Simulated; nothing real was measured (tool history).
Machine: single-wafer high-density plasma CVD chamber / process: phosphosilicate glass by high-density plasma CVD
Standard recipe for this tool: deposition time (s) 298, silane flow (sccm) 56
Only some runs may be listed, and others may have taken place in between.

run,hour,deposition time (s),silane flow (sccm),wafers since the last listed run,hours since the silane flow controller was replaced,hours since the gauge calibration,"read-back reference wafer on the same gauge, thickness_nm",mean film thickness on the monitor wafer (nm)
1,0.0,298,56,0,1423.9,222.5,1961.272,1659.499
2,10.8,298,56,64,1434.7,233.3,1960.177,1666.421
3,20.7,298,56,59,1444.6,243.2,1960.174,1657.576
4,71.3,298,56,304,1495.2,293.8,1959.195,1662.154
# hour 85.5: gauge calibrated
5,86.5,298,56,91,1510.4,1.0,1961.675,1665.098
6,96.5,298,56,60,1520.4,11.0,1958.976,1659.032
7,112.5,298,56,96,1536.4,27.0,1961.052,1660.005
8,127.1,298,56,87,1551.0,41.6,1961.007,1663.676
9,140.2,298,62,78,1564.1,54.7,1960.688,1816.816
10,151.5,298,56,67,1575.4,66.0,1959.011,1663.464
11,166.0,298,56,87,1589.9,80.5,1960.822,1657.262
12,176.2,298,56,61,1600.1,90.7,1960.439,1654.929
13,185.7,298,56,57,1609.6,100.2,1959.807,1659.789
14,199.7,298,56,84,1623.6,114.2,1958.990,1655.364
15,217.0,298,56,104,1640.9,131.5,1961.698,1661.557
16,226.2,298,56,55,1650.1,140.7,1957.474,1663.736
17,234.9,298,56,52,1658.8,149.4,1960.575,1660.732
18,251.2,298,56,97,1675.1,165.7,1961.175,1672.052
19,262.8,298,56,69,1686.7,177.3,1960.328,1657.926
20,271.3,298,56,51,1695.2,185.8,1958.571,1652.401
21,285.1,298,56,82,1709.0,199.6,1959.781,1656.950
22,293.1,324,65,48,1717.0,207.6,1958.818,2060.396
23,306.0,239,66,77,1729.9,220.5,1959.720,1538.842
24,312.5,244,62,39,1736.4,227.0,1959.145,1482.652
25,320.2,315,67,46,1744.1,234.7,1960.023,2058.884
26,328.7,351,60,51,1752.6,243.2,1958.806,2076.557
27,344.2,332,56,93,1768.1,258.7,1959.883,1845.200
28,351.0,298,64,40,1774.9,265.5,1960.566,1869.984
29,362.5,298,56,69,1786.4,277.0,1959.265,1661.229
# hour 373.4: silane flow controller replaced
# hour 373.8: gauge calibrated
30,378.0,298,56,45,4.6,4.2,1959.595,1736.106
31,387.4,298,64,56,14.0,13.6,1959.819,1961.689
32,397.6,298,67,61,24.2,23.8,1959.345,2025.641
33,404.0,298,56,38,30.6,30.2,1959.212,1735.671
34,420.4,314,49,98,47.0,46.6,1958.054,1609.318
35,428.1,265,48,46,54.7,54.3,1959.284,1335.459
36,443.7,243,59,93,70.3,69.9,1960.740,1469.964
37,458.0,298,56,85,84.6,84.2,1961.679,1709.035
38,471.8,298,52,82,98.4,98.0,1959.723,1613.468
39,489.0,244,50,103,115.6,115.2,1960.790,1272.844
40,501.3,274,56,73,127.9,127.5,1959.458,1572.645
41,511.4,246,60,60,138.0,137.6,1959.740,1504.668

Subtracting, for every run, the result it would have given without the tool's unlogged condition from the measured result gives the following. The same run-to-run variation enters both numbers; the gauge's scatter may not:
Unlogged tool condition in this case: delivered silane flow above the setpoint (%); gauge reads high (%).
run,mean film thickness on the monitor wafer (nm)
1,-75.274
2,-75.748
3,-75.491
4,-76.402
5,-76.738
6,-76.586
7,-76.832
8,-77.180
9,-84.457
10,-77.460
11,-77.338
12,-77.343
13,-77.675
14,-77.619
15,-78.091
16,-78.288
17,-78.236
18,-78.931
19,-78.377
20,-78.196
21,-78.541
22,-97.755
23,-73.118
24,-70.499
25,-97.983
26,-98.916
27,-88.040
28,-89.286
29,-79.413
30,-5.431
31,-7.866
32,-10.031
33,-9.608
34,-11.275
35,-10.261
36,-13.276
37,-17.500
38,-18.360
39,-16.251
40,-21.603
41,-21.847
